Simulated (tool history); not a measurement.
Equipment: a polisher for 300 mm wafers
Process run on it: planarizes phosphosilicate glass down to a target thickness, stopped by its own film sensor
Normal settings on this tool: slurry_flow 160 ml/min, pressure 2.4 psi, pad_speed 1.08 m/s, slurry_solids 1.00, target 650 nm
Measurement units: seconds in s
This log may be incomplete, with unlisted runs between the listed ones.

| run | day | slurry_flow | pressure | pad_speed | slurry_solids | target | incoming thickness of the incoming film, nm | seconds |
|---|---|---|---|---|---|---|---|---|
| 1 | 0.000 | 160 | 2.4 | 1.08 | 1.00 | 650 | 1053.9 | 64.1 |
| 2 | 0.546 | 160 | 2.4 | 1.08 | 1.00 | 650 | 1053.9 | 65.0 |
| 3 | 1.117 | 160 | 2.4 | 0.86 | 1.00 | 650 | 1033.1 | 73.1 |
|  | 1.700 | worn pad replaced by a new one |
| 4 | 1.758 | 160 | 2.4 | 1.36 | 1.10 | 650 | 1025.6 | 45.5 |
| 5 | 2.496 | 135 | 2.4 | 0.78 | 1.00 | 755 | 1062.5 | 65.4 |
| 6 | 2.917 | 160 | 3.2 | 1.20 | 1.00 | 650 | 1026.5 | 42.5 |
|  | 3.321 | slurry nozzle cleaned |
| 7 | 3.342 | 160 | 3.1 | 1.22 | 1.30 | 523 | 1044.7 | 50.5 |
| 8 | 3.992 | 160 | 2.4 | 1.08 | 1.00 | 596 | 1032.5 | 68.1 |
| 9 | 4.625 | 160 | 3.1 | 1.08 | 1.00 | 550 | 1056.7 | 63.2 |
|  | 4.971 | slurry blender recalibrated |
| 10 | 5.242 | 190 | 2.4 | 1.08 | 1.00 | 650 | 1043.8 | 60.0 |
| 11 | 5.704 | 200 | 2.9 | 1.08 | 1.00 | 743 | 1043.0 | 37.8 |
|  | 5.829 | conditioning disc replaced and pad reconditioned |
|  | 6.738 | worn pad replaced by a new one |
| 12 | 7.733 | 160 | 2.4 | 1.08 | 1.00 | 650 | 1038.7 | 59.9 |
| 13 | 9.288 | 160 | 2.4 | 1.08 | 0.90 | 650 | 1034.5 | 65.0 |
| 14 | 9.604 | 190 | 3.1 | 1.08 | 1.00 | 650 | 1050.2 | 48.2 |
| 15 | 10.196 | 160 | 3.1 | 1.08 | 1.00 | 550 | 1027.2 | 57.3 |
| 16 | 10.604 | 160 | 2.4 | 0.98 | 1.10 | 650 | 1041.5 | 60.7 |
| 17 | 11.108 | 160 | 2.4 | 1.08 | 1.00 | 650 | 1025.2 | 55.9 |
|  | 11.375 | conditioning disc replaced and pad reconditioned |
| 18 | 11.658 | 160 | 1.8 | 1.08 | 1.00 | 650 | 1030.8 | 76.2 |
| 19 | 11.929 | 160 | 1.7 | 1.08 | 0.90 | 650 | 1038.1 | 87.4 |
| 20 | 12.342 | 160 | 2.4 | 1.08 | 1.00 | 650 | 1050.3 | 60.3 |
|  | 12.554 | worn pad replaced by a new one |
| 21 | 12.683 | 160 | 2.4 | 1.08 | 1.00 | 725 | 1021.1 | 45.2 |
| 22 | 13.133 | 190 | 1.7 | 0.80 | 1.00 | 531 | 1043.4 | 131.5 |
| 23 | 13.729 | 160 | 2.4 | 1.08 | 0.85 | 750 | 1032.0 | 49.6 |
| 24 | 14.475 | 120 | 2.4 | 0.80 | 1.00 | 650 | 1033.5 | 77.9 |
| 25 | 15.133 | 160 | 2.4 | 1.08 | 1.00 | 650 | 1033.9 | 59.1 |

Consider 4 possible next runs. They are alternatives, not a sequence: every one starts from the tool as it was left by run 25. What does each give?
| A | 15.150 | 160 | 2.4 | 1.08 | 1.00 | 717 | 1041.9 | ? |
| B | 15.150 | 160 | 2.1 | 1.08 | 1.00 | 650 | 1041.9 | ? |
| C | 15.150 | 135 | 2.4 | 1.08 | 1.00 | 650 | 1041.9 | ? |
| D | 15.150 | 160 | 2.4 | 0.80 | 1.00 | 650 | 1041.9 | ? |

| run | seconds |
|---|---|
| A | 49.2 |
| B | 66.9 |
| C | 60.7 |
| D | 75.4 |
Had the tool no hidden state, the same runs would have come out as:
| run | seconds |
|---|---|
| A | 52.8 |
| B | 71.8 |
| C | 65.1 |
| D | 80.9 |
